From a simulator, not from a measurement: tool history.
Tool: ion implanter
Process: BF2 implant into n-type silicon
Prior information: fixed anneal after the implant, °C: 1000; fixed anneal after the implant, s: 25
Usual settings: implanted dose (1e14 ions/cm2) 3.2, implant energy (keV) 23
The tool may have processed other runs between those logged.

| run | hour | implanted dose (1e14 ions/cm2) | implant energy (keV) | wafers since the last listed run | hours since the last dose calibration | hours since the extraction supply was calibrated | hours since the gauge calibration | read-back reference wafer on the same gauge, sheet resistance | sheet resistance of the implanted and annealed layer (ohm/square) |
|---|---|---|---|---|---|---|---|---|---|
| 1 | 0 | 3.2 | 23 | 0 | 658.1 | 2198.1 | 240.3 | 303.65 | 353.98 |
| 2 | 30.3 | 3.2 | 23 | 612 | 688.4 | 2228.4 | 270.6 | 303.67 | 353.18 |
| 3 | 63.8 | 3.2 | 23 | 676 | 721.9 | 2261.9 | 304.1 | 303.76 | 352.53 |
| 4 | 82 | 3.2 | 23 | 367 | 740.1 | 2280.1 | 322.3 | 304.1 | 353.64 |
| 5 | 105.2 | 3.2 | 23 | 468 | 763.3 | 2303.3 | 345.5 | 304.34 | 354.1 |
| 6 | 121.4 | 3.2 | 23 | 327 | 779.5 | 2319.5 | 361.7 | 304.06 | 353.93 |
| 7 | 154.7 | 3.2 | 23 | 672 | 812.8 | 2352.8 | 395 | 304.05 | 357.46 |
|  | 183.1 | extraction supply calibrated |
|  | 189 | gauge calibrated |
| 8 | 211.8 | 3.2 | 23 | 992 | 869.9 | 28.7 | 22.8 | 303.95 | 351.33 |
| 9 | 244.7 | 3.2 | 18.5 | 664 | 902.8 | 61.6 | 55.7 | 303.87 | 361.04 |
| 10 | 261.7 | 3.2 | 18.5 | 343 | 919.8 | 78.6 | 72.7 | 304.07 | 361.32 |
| 11 | 287.9 | 3.2 | 18.5 | 529 | 946 | 104.8 | 98.9 | 304.39 | 363.5 |
| 12 | 305.1 | 3.2 | 15 | 347 | 963.2 | 122 | 116.1 | 303.5 | 373.47 |
| 13 | 326.8 | 3.2 | 23 | 438 | 984.9 | 143.7 | 137.8 | 303.66 | 354.03 |
| 14 | 344.1 | 2.54 | 19 | 349 | 1002.2 | 161 | 155.1 | 303.82 | 434.35 |
| 15 | 375.3 | 2.83 | 19.5 | 630 | 1033.4 | 192.2 | 186.3 | 304.43 | 395.21 |
| 16 | 388.3 | 3.2 | 23 | 262 | 1046.4 | 205.2 | 199.3 | 303.85 | 356.05 |
| 17 | 412.5 | 2.42 | 27.5 | 488 | 1070.6 | 229.4 | 223.5 | 303.99 | 438.21 |
|  | 441.9 | Faraday cup replaced and dose calibrated |
| 18 | 446.1 | 3.63 | 27.5 | 517 | 4.2 | 263 | 257.1 | 303.92 | 313.7 |
| 19 | 465.5 | 3.2 | 20.5 | 391 | 23.6 | 282.4 | 276.5 | 304.27 | 359.44 |
| 20 | 495.1 | 2.38 | 23 | 598 | 53.2 | 312 | 306.1 | 304.03 | 454.67 |
| 21 | 528.5 | 3.2 | 23 | 674 | 86.6 | 345.4 | 339.5 | 304.18 | 354.23 |
| 22 | 562.2 | 3.77 | 15 | 680 | 120.3 | 379.1 | 373.2 | 304.03 | 330.29 |

Consider 5 possible next runs. They are alternatives, not a sequence: every one starts from the tool as it was left by run 22. What does each give?
| A | 562.6 | 3.2 | 31 | 8 | 120.7 | 379.5 | 373.6 | ? | ? |
| B | 562.6 | 2.26 | 16 | 8 | 120.7 | 379.5 | 373.6 | ? | ? |
| C | 562.6 | 3.97 | 26 | 8 | 120.7 | 379.5 | 373.6 | ? | ? |
| D | 562.6 | 3.2 | 17 | 8 | 120.7 | 379.5 | 373.6 | ? | ? |
| E | 562.6 | 3.2 | 27 | 8 | 120.7 | 379.5 | 373.6 | ? | ? |

| run | read-back reference wafer on the same gauge, sheet resistance | sheet resistance of the implanted and annealed layer (ohm/square) |
|---|---|---|
| A | 304.08 | 346.77 |
| B | 304.08 | 493.08 |
| C | 304.08 | 293.99 |
| D | 304.08 | 368.09 |
| E | 304.08 | 350.59 |
Take away the tool's hidden state, keep each run's random variation, and the runs would have read:
| run | sheet resistance of the implanted and annealed layer (ohm/square) |
|---|---|
| A | 346.77 |
| B | 493.08 |
| C | 293.99 |
| D | 368.09 |
| E | 350.59 |
